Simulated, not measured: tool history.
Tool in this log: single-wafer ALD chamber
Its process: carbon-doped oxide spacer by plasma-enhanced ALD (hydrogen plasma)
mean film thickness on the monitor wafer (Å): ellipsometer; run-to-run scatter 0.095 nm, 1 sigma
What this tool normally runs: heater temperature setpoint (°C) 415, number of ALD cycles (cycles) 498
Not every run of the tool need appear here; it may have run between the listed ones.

| run | hour | heater temperature setpoint (°C) | number of ALD cycles (cycles) | wafers since the last listed run | hours since the last thermocouple change | hours since the gauge calibration | read-back reference wafer on the same gauge, thickness_nm | mean film thickness on the monitor wafer (Å) |
|---|---|---|---|---|---|---|---|---|
| 1 | 0 | 415 | 498 | 0 | 700.1 | 1616.7 | 22.305 | 226.94 |
| 2 | 82.7 | 421 | 498 | 51 | 782.8 | 1699.4 | 22.294 | 223.44 |
| 3 | 167.6 | 421 | 498 | 52 | 867.7 | 1784.3 | 22.309 | 223.61 |
| 4 | 212.9 | 415 | 498 | 28 | 913 | 1829.6 | 22.287 | 227.84 |
|  | 344 | thermocouple changed; heater temperature recalibrated |
| 5 | 493.5 | 415 | 498 | 168 | 149.5 | 2110.2 | 22.303 | 226.39 |
| 6 | 571.6 | 415 | 498 | 48 | 227.6 | 2188.3 | 22.281 | 226.09 |
| 7 | 611.1 | 415 | 498 | 24 | 267.1 | 2227.8 | 22.268 | 228.43 |
| 8 | 663.1 | 415 | 498 | 32 | 319.1 | 2279.8 | 22.308 | 228.12 |
| 9 | 728.2 | 415 | 498 | 40 | 384.2 | 2344.9 | 22.286 | 227.91 |
| 10 | 795.6 | 415 | 498 | 41 | 451.6 | 2412.3 | 22.322 | 226.57 |
| 11 | 854.6 | 415 | 420 | 36 | 510.6 | 2471.3 | 22.3 | 192.95 |
| 12 | 1012.6 | 415 | 420 | 97 | 668.6 | 2629.3 | 22.305 | 193.35 |
| 13 | 1079 | 415 | 420 | 41 | 735 | 2695.7 | 22.286 | 192.08 |
| 14 | 1171.6 | 419 | 498 | 57 | 827.6 | 2788.3 | 22.297 | 226.35 |
| 15 | 1250.6 | 415 | 498 | 48 | 906.6 | 2867.3 | 22.321 | 229.11 |
| 16 | 1350.5 | 415 | 498 | 61 | 1006.5 | 2967.2 | 22.29 | 230.63 |
|  | 1364.4 | gauge calibrated |
|  | 1408.4 | thermocouple changed; heater temperature recalibrated |
| 17 | 1443.4 | 415 | 498 | 52 | 35 | 79 | 22.314 | 223.08 |
| 18 | 1541.5 | 415 | 530 | 60 | 133.1 | 177.1 | 22.293 | 242.61 |
| 19 | 1617.7 | 405 | 498 | 47 | 209.3 | 253.3 | 22.305 | 233.68 |
| 20 | 1696.3 | 419 | 469 | 48 | 287.9 | 331.9 | 22.298 | 210.06 |
| 21 | 1736.8 | 415 | 498 | 25 | 328.4 | 372.4 | 22.286 | 228.04 |
| 22 | 1792.7 | 409 | 498 | 34 | 384.3 | 428.3 | 22.319 | 233 |
| 23 | 1867 | 426 | 498 | 46 | 458.6 | 502.6 | 22.311 | 217.53 |
| 24 | 1952.6 | 415 | 498 | 53 | 544.2 | 588.2 | 22.332 | 229.15 |
| 25 | 2060.2 | 420 | 469 | 66 | 651.8 | 695.8 | 22.277 | 211.49 |
| 26 | 2137 | 425 | 403 | 47 | 728.6 | 772.6 | 22.334 | 178.07 |
| 27 | 2212.9 | 423 | 526 | 47 | 804.5 | 848.5 | 22.308 | 234.1 |
| 28 | 2266.3 | 409 | 576 | 33 | 857.9 | 901.9 | 22.281 | 268.89 |
| 29 | 2317.8 | 430 | 572 | 31 | 909.4 | 953.4 | 22.295 | 249.16 |
| 30 | 2396.6 | 426 | 592 | 48 | 988.2 | 1032.2 | 22.32 | 259.85 |
|  | 2428.5 | thermocouple changed; heater temperature recalibrated |
| 31 | 2483.7 | 429 | 448 | 49 | 55.2 | 1119.3 | 22.303 | 191.79 |
| 32 | 2550.5 | 428 | 425 | 41 | 122 | 1186.1 | 22.304 | 184.45 |

What if the next run were any one of these 4? Each begins from the tool's condition after run 32:
| A | 2551.7 | 415 | 498 | 0 | 123.2 | 1187.3 | ? | ? |
| B | 2551.7 | 409 | 532 | 0 | 123.2 | 1187.3 | ? | ? |
| C | 2551.7 | 427 | 418 | 0 | 123.2 | 1187.3 | ? | ? |
| D | 2551.7 | 423 | 448 | 0 | 123.2 | 1187.3 | ? | ? |

| run | read-back reference wafer on the same gauge, thickness_nm | mean film thickness on the monitor wafer (Å) |
|---|---|---|
| A | 22.289 | 225.43 |
| B | 22.289 | 245.97 |
| C | 22.289 | 181.13 |
| D | 22.289 | 197.02 |
With no hidden state in the tool, these same runs would have given:
| run | mean film thickness on the monitor wafer (Å) |
|---|---|
| A | 224.2 |
| B | 244.65 |
| C | 180.09 |
| D | 195.91 |

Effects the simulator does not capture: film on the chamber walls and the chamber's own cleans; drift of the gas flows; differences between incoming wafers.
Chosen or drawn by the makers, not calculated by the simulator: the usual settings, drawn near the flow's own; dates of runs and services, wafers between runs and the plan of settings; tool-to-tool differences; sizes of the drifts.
